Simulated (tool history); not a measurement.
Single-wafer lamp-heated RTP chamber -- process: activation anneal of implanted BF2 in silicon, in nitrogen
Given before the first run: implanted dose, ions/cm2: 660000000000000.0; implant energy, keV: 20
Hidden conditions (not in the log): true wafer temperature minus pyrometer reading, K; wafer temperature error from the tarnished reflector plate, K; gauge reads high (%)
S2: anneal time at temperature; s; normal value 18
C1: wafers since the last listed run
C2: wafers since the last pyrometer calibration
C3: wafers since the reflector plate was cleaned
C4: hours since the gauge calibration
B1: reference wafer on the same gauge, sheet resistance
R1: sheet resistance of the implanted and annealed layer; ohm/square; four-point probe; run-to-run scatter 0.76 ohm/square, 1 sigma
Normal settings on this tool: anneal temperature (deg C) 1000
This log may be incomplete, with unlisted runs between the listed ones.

run 1 hour=0.0 | anneal_temperature_(deg_C)=1000 S2=18 | C1=0 C2=7478 C3=978 C4=343.4 | B1=209.25 | R1=228.56
-- hour=17.4 pyrometer window cleaned and pyrometer calibrated
run 2 hour=82.0 | anneal_temperature_(deg_C)=1000 S2=18 | C1=1250 C2=1091 C3=2229 C4=425.4 | B1=209.75 | R1=230.93
run 3 hour=184.7 | anneal_temperature_(deg_C)=1000 S2=18 | C1=1736 C2=2827 C3=3965 C4=528.1 | B1=209.49 | R1=230.85
run 4 hour=264.7 | anneal_temperature_(deg_C)=1008 S2=18 | C1=1352 C2=4179 C3=5317 C4=608.1 | B1=209.93 | R1=222.74
run 5 hour=313.1 | anneal_temperature_(deg_C)=1008 S2=18 | C1=818 C2=4997 C3=6136 C4=656.5 | B1=210.03 | R1=223.60
run 6 hour=356.8 | anneal_temperature_(deg_C)=1008 S2=18 | C1=738 C2=5736 C3=6874 C4=700.2 | B1=210.36 | R1=223.52
run 7 hour=396.3 | anneal_temperature_(deg_C)=980 S2=22 | C1=667 C2=6404 C3=7542 C4=739.7 | B1=210.52 | R1=247.63
-- hour=454.7 pyrometer window cleaned and pyrometer calibrated
run 8 hour=486.6 | anneal_temperature_(deg_C)=980 S2=22 | C1=1391 C2=539 C3=8933 C4=830.0 | B1=210.08 | R1=247.09
run 9 hour=553.1 | anneal_temperature_(deg_C)=1000 S2=18 | C1=1124 C2=1663 C3=10058 C4=896.5 | B1=210.79 | R1=230.73
run 10 hour=651.7 | anneal_temperature_(deg_C)=1009 S2=18 | C1=1666 C2=3330 C3=11724 C4=995.1 | B1=210.81 | R1=222.70
run 11 hour=721.9 | anneal_temperature_(deg_C)=1000 S2=18 | C1=1186 C2=4517 C3=12911 C4=1065.3 | B1=210.88 | R1=231.37
run 12 hour=778.6 | anneal_temperature_(deg_C)=1000 S2=18 | C1=958 C2=5475 C3=13870 C4=1122.0 | B1=210.91 | R1=230.22
-- hour=843.0 pyrometer window cleaned and pyrometer calibrated
-- hour=857.9 reflector plate cleaned
run 13 hour=860.0 | anneal_temperature_(deg_C)=1000 S2=18 | C1=1105 C2=151 C3=36 C4=1203.4 | B1=211.31 | R1=231.45
run 14 hour=937.1 | anneal_temperature_(deg_C)=1000 S2=18 | C1=1303 C2=1455 C3=1339 C4=1280.5 | B1=211.31 | R1=232.23
run 15 hour=1034.0 | anneal_temperature_(deg_C)=1021 S2=28 | C1=1638 C2=3093 C3=2977 C4=1377.4 | B1=211.89 | R1=209.88
run 16 hour=1094.1 | anneal_temperature_(deg_C)=1000 S2=18 | C1=1015 C2=4109 C3=3993 C4=1437.5 | B1=211.23 | R1=231.38
run 17 hour=1166.7 | anneal_temperature_(deg_C)=1024 S2=22 | C1=1227 C2=5336 C3=5220 C4=1510.1 | B1=211.84 | R1=212.19
-- hour=1328.1 pyrometer window cleaned and pyrometer calibrated
run 18 hour=1376.8 | anneal_temperature_(deg_C)=980 S2=27 | C1=3416 C2=823 C3=8637 C4=1720.2 | B1=212.30 | R1=245.32
run 19 hour=1470.7 | anneal_temperature_(deg_C)=1000 S2=18 | C1=1587 C2=2410 C3=10224 C4=1814.1 | B1=212.86 | R1=233.86
-- hour=1495.8 gauge calibrated
run 20 hour=1514.0 | anneal_temperature_(deg_C)=984 S2=29 | C1=731 C2=3142 C3=10956 C4=18.2 | B1=208.92 | R1=234.14
-- hour=1567.3 reflector plate cleaned
run 21 hour=1605.5 | anneal_temperature_(deg_C)=977 S2=26 | C1=1411 C2=4554 C3=645 C4=109.7 | B1=208.86 | R1=243.67
run 22 hour=1665.1 | anneal_temperature_(deg_C)=984 S2=22 | C1=1007 C2=5561 C3=1653 C4=169.3 | B1=209.14 | R1=240.23
-- hour=1725.7 pyrometer window cleaned and pyrometer calibrated
run 23 hour=1737.4 | anneal_temperature_(deg_C)=1000 S2=18 | C1=1086 C2=197 C3=2740 C4=241.6 | B1=209.02 | R1=229.83
run 24 hour=1817.6 | anneal_temperature_(deg_C)=974 S2=8 | C1=1355 C2=1552 C3=4095 C4=321.8 | B1=209.06 | R1=272.85
run 25 hour=1881.2 | anneal_temperature_(deg_C)=984 S2=10 | C1=1075 C2=2627 C3=5171 C4=385.4 | B1=209.56 | R1=258.04
run 26 hour=1948.0 | anneal_temperature_(deg_C)=1000 S2=18 | C1=1129 C2=3757 C3=6300 C4=452.2 | B1=209.51 | R1=229.24
run 27 hour=2010.9 | anneal_temperature_(deg_C)=975 S2=14 | C1=1063 C2=4820 C3=7363 C4=515.1 | B1=209.86 | R1=261.72
run 28 hour=2067.5 | anneal_temperature_(deg_C)=980 S2=22 | C1=956 C2=5777 C3=8320 C4=571.7 | B1=209.70 | R1=247.55
run 29 hour=2121.7 | anneal_temperature_(deg_C)=1026 S2=14 | C1=916 C2=6693 C3=9236 C4=625.9 | B1=209.55 | R1=215.30

Pick out some run-to-run changes in R1. Of each, how much would a tool without hidden state show as well, from the settings, what came in and chance, and how much is left for the hidden state and any gauge scatter not in both results compared?
Run 17 -> 18: anneal temperature (deg C) 1024 -> 980, S2 22 -> 27, pyrometer window cleaned and pyrometer calibrated. R1 +33.13 ohm/square: hidden state +0.95, all else +32.18.
Run 19 -> 20: anneal temperature (deg C) 1000 -> 984, S2 18 -> 29, gauge calibrated. R1 +0.28 ohm/square: hidden state -4.30, all else +4.58.
Run 23 -> 24: anneal temperature (deg C) 1000 -> 974, S2 18 -> 8. R1 +43.02 ohm/square: hidden state +0.24, all else +42.78.
